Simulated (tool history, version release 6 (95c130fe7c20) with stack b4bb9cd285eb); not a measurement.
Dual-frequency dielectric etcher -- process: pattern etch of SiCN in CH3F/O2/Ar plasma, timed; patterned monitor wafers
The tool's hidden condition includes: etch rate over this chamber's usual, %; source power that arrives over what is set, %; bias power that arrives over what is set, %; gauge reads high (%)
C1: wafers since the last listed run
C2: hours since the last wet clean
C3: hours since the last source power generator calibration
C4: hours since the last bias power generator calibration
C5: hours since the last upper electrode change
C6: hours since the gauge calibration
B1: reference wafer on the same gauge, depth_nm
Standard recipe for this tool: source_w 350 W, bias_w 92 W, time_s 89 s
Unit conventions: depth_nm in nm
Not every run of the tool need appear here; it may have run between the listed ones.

run 1 hour=0 | source_w=350 bias_w=92 time_s=89 | C1=0 C2=341.5 C3=2784 C4=1693.9 C5=4138.4 C6=225.3 | B1=32.11 | depth_nm=33.39
run 2 hour=59 | source_w=410 bias_w=101 time_s=89 | C1=747 C2=400.5 C3=2843 C4=1752.9 C5=4197.4 C6=284.3 | B1=32.12 | depth_nm=36.1
run 3 hour=106.6 | source_w=410 bias_w=101 time_s=89 | C1=603 C2=448.1 C3=2890.6 C4=1800.5 C5=4245 C6=331.9 | B1=32.1 | depth_nm=36.08
run 4 hour=134.7 | source_w=410 bias_w=101 time_s=89 | C1=356 C2=476.2 C3=2918.7 C4=1828.6 C5=4273.1 C6=360 | B1=32.1 | depth_nm=36.08
run 5 hour=193.3 | source_w=350 bias_w=81 time_s=89 | C1=742 C2=534.8 C3=2977.3 C4=1887.2 C5=4331.7 C6=418.6 | B1=32.12 | depth_nm=32.47
run 6 hour=258.7 | source_w=350 bias_w=81 time_s=89 | C1=828 C2=600.2 C3=3042.7 C4=1952.6 C5=4397.1 C6=484 | B1=32.09 | depth_nm=32.34
run 7 hour=283.9 | source_w=350 bias_w=92 time_s=89 | C1=319 C2=625.4 C3=3067.9 C4=1977.8 C5=4422.3 C6=509.2 | B1=32.12 | depth_nm=33.24
-- hour=314.2 gauge calibrated
-- hour=331.1 wet clean of the chamber
run 8 hour=331.6 | source_w=350 bias_w=79 time_s=89 | C1=300 C2=0.5 C3=3115.6 C4=2025.5 C5=4470 C6=17.4 | B1=32.12 | depth_nm=32.14
run 9 hour=365.7 | source_w=290 bias_w=103 time_s=89 | C1=432 C2=34.6 C3=3149.7 C4=2059.6 C5=4504.1 C6=51.5 | B1=32.1 | depth_nm=32.08
run 10 hour=393.7 | source_w=350 bias_w=92 time_s=99.5 | C1=354 C2=62.6 C3=3177.7 C4=2087.6 C5=4532.1 C6=79.5 | B1=32.1 | depth_nm=37.2
run 11 hour=432 | source_w=280 bias_w=92 time_s=89 | C1=485 C2=100.9 C3=3216 C4=2125.9 C5=4570.4 C6=117.8 | B1=32.11 | depth_nm=30.78
run 12 hour=462.9 | source_w=350 bias_w=79 time_s=101 | C1=391 C2=131.8 C3=3246.9 C4=2156.8 C5=4601.3 C6=148.7 | B1=32.1 | depth_nm=36.51
-- hour=520.9 source power generator calibrated
run 13 hour=534.1 | source_w=420 bias_w=77 time_s=109.5 | C1=851 C2=203 C3=13.2 C4=2228 C5=4672.5 C6=219.9 | B1=32.11 | depth_nm=41.97
-- hour=576.9 bias power generator calibrated
run 14 hour=598.1 | source_w=350 bias_w=92 time_s=96 | C1=760 C2=267 C3=77.2 C4=21.2 C5=4736.5 C6=283.9 | B1=32.1 | depth_nm=35.78
-- hour=633.5 upper electrode replaced
run 15 hour=641.9 | source_w=410 bias_w=74 time_s=110.5 | C1=250 C2=310.8 C3=121 C4=65 C5=8.4 C6=327.7 | B1=32.1 | depth_nm=41.76
run 16 hour=678.1 | source_w=350 bias_w=92 time_s=65.5 | C1=458 C2=347 C3=157.2 C4=101.2 C5=44.6 C6=363.9 | B1=32.09 | depth_nm=24.46
run 17 hour=719.5 | source_w=350 bias_w=92 time_s=89 | C1=524 C2=388.4 C3=198.6 C4=142.6 C5=86 C6=405.3 | B1=32.1 | depth_nm=33.45
run 18 hour=788.1 | source_w=410 bias_w=101 time_s=89 | C1=869 C2=457 C3=267.2 C4=211.2 C5=154.6 C6=473.9 | B1=32.11 | depth_nm=35.99
run 19 hour=845.7 | source_w=350 bias_w=92 time_s=89 | C1=730 C2=514.6 C3=324.8 C4=268.8 C5=212.2 C6=531.5 | B1=32.11 | depth_nm=33.33
run 20 hour=884.8 | source_w=350 bias_w=110 time_s=89 | C1=495 C2=553.7 C3=363.9 C4=307.9 C5=251.3 C6=570.6 | B1=32.11 | depth_nm=34.78

Each row is a separate what-if for the run after 20, all from the same tool condition, not one after another. Results?
run A hour=885.2 | source_w=270 bias_w=92 time_s=89 | C1=5 C2=554.1 C3=364.3 C4=308.3 C5=251.7 C6=571 | B1=? | depth_nm=?
run B hour=885.2 | source_w=350 bias_w=92 time_s=98.5 | C1=5 C2=554.1 C3=364.3 C4=308.3 C5=251.7 C6=571 | B1=? | depth_nm=?
run C hour=885.2 | source_w=390 bias_w=99 time_s=72 | C1=5 C2=554.1 C3=364.3 C4=308.3 C5=251.7 C6=571 | B1=? | depth_nm=?
run D hour=885.2 | source_w=350 bias_w=92 time_s=112.5 | C1=5 C2=554.1 C3=364.3 C4=308.3 C5=251.7 C6=571 | B1=? | depth_nm=?

run=A B1=32.1 depth_nm=30.16
run=B B1=32.1 depth_nm=36.75
run=C B1=32.1 depth_nm=28.48
run=D B1=32.1 depth_nm=41.97
Without the tool's hidden state the same runs would have given:
run=A depth_nm=30.16
run=B depth_nm=36.75
run=C depth_nm=28.48
run=D depth_nm=41.97
